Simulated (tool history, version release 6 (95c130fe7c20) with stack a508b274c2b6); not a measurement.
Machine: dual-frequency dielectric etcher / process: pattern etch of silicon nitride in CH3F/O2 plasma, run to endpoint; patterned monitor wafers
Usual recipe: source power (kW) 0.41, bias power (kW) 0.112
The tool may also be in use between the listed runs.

| run | hour | source power (kW) | bias power (kW) | incoming incoming film thickness, nm | endpoint time (s) |
|---|---|---|---|---|---|
| 1 | 0 | 0.39 | 0.112 | 101.2 | 92 |
| 2 | 102.5 | 0.47 | 0.101 | 100.4 | 88.4 |
| 3 | 122.6 | 0.34 | 0.112 | 99.8 | 93.5 |
| 4 | 139.1 | 0.34 | 0.112 | 100.4 | 94 |
| 5 | 167.5 | 0.43 | 0.112 | 99.4 | 87.6 |
| 6 | 197 | 0.41 | 0.112 | 101.1 | 90.5 |
| 7 | 227.2 | 0.41 | 0.112 | 100.5 | 89.2 |
| 8 | 255.5 | 0.47 | 0.127 | 99.6 | 82.7 |
| 9 | 267.9 | 0.35 | 0.129 | 101.9 | 90.8 |
| 10 | 292.8 | 0.35 | 0.129 | 101.8 | 91 |
| 11 | 304.9 | 0.41 | 0.112 | 100.1 | 89 |
|  | 319.8 | source power generator calibrated |
|  | 359.8 | wet clean of the chamber |
| 12 | 360.3 | 0.44 | 0.112 | 100.7 | 88.9 |
| 13 | 365.8 | 0.47 | 0.112 | 100.9 | 87.1 |
| 14 | 384.1 | 0.47 | 0.112 | 100.5 | 86.7 |
|  | 487.2 | upper electrode replaced |
| 15 | 487.7 | 0.47 | 0.112 | 100.9 | 87 |
| 16 | 495 | 0.38 | 0.112 | 100.7 | 91.5 |
| 17 | 508.9 | 0.51 | 0.112 | 99.8 | 83.9 |
|  | 514.2 | bias power generator calibrated |
| 18 | 523 | 0.41 | 0.1 | 101.2 | 93.2 |
| 19 | 537.9 | 0.41 | 0.084 | 100.8 | 95.8 |
| 20 | 556.5 | 0.41 | 0.112 | 101.6 | 90.7 |
| 21 | 572.3 | 0.35 | 0.112 | 99.9 | 93.1 |
| 22 | 584.5 | 0.38 | 0.101 | 100.9 | 94 |
| 23 | 616.6 | 0.44 | 0.136 | 100.5 | 83.1 |
| 24 | 646.6 | 0.41 | 0.091 | 101.2 | 94.4 |
| 25 | 672.1 | 0.37 | 0.139 | 101.3 | 87.7 |
| 26 | 688.7 | 0.47 | 0.128 | 100.1 | 83.1 |
| 27 | 703 | 0.41 | 0.127 | 101.6 | 87.3 |
| 28 | 715 | 0.34 | 0.112 | 100.1 | 93.1 |
| 29 | 732 | 0.37 | 0.112 | 100.7 | 91.9 |
| 30 | 759.1 | 0.34 | 0.121 | 100.2 | 91.8 |
| 31 | 779.8 | 0.46 | 0.129 | 100.7 | 83.3 |
| 32 | 795.7 | 0.41 | 0.112 | 100.6 | 89 |
| 33 | 811.9 | 0.45 | 0.091 | 101.8 | 92 |
|  | 840.9 | wet clean of the chamber |
| 34 | 841.4 | 0.41 | 0.112 | 100.7 | 90.2 |

How would selected steps in endpoint time (s) from run to run divide? Give the signed amount a tool lacking its hidden state would still show from settings, what came in and random variation, and the signed amount left for the hidden state, including any gauge scatter that is not in both of the compared results.
Hidden state at play: etch rate over this chamber's usual, %; source power that arrives over what is set, %; bias power that arrives over what is set, %.
Run 11 -> 12: source power (kW) 0.41 -> 0.44, source power generator calibrated, wet clean of the chamber. endpoint time (s) -0.1: hidden state +1, all else -1.1.
Run 14 -> 15: upper electrode replaced. endpoint time (s) +0.3: hidden state -0.4, all else +0.7.
Run 17 -> 18: source power (kW) 0.51 -> 0.41, bias power (kW) 0.112 -> 0.1, bias power generator calibrated. endpoint time (s) +9.3: hidden state -0.1, all else +9.4.
Run 22 -> 23: source power (kW) 0.38 -> 0.44, bias power (kW) 0.101 -> 0.136. endpoint time (s) -10.9: hidden state +0.1, all else -11.
Run 23 -> 24: source power (kW) 0.44 -> 0.41, bias power (kW) 0.136 -> 0.091. endpoint time (s) +11.3: hidden state -0.2, all else +11.5.
Run 33 -> 34: source power (kW) 0.45 -> 0.41, bias power (kW) 0.091 -> 0.112, wet clean of the chamber. endpoint time (s) -1.8: hidden state +1.6, all else -3.4.

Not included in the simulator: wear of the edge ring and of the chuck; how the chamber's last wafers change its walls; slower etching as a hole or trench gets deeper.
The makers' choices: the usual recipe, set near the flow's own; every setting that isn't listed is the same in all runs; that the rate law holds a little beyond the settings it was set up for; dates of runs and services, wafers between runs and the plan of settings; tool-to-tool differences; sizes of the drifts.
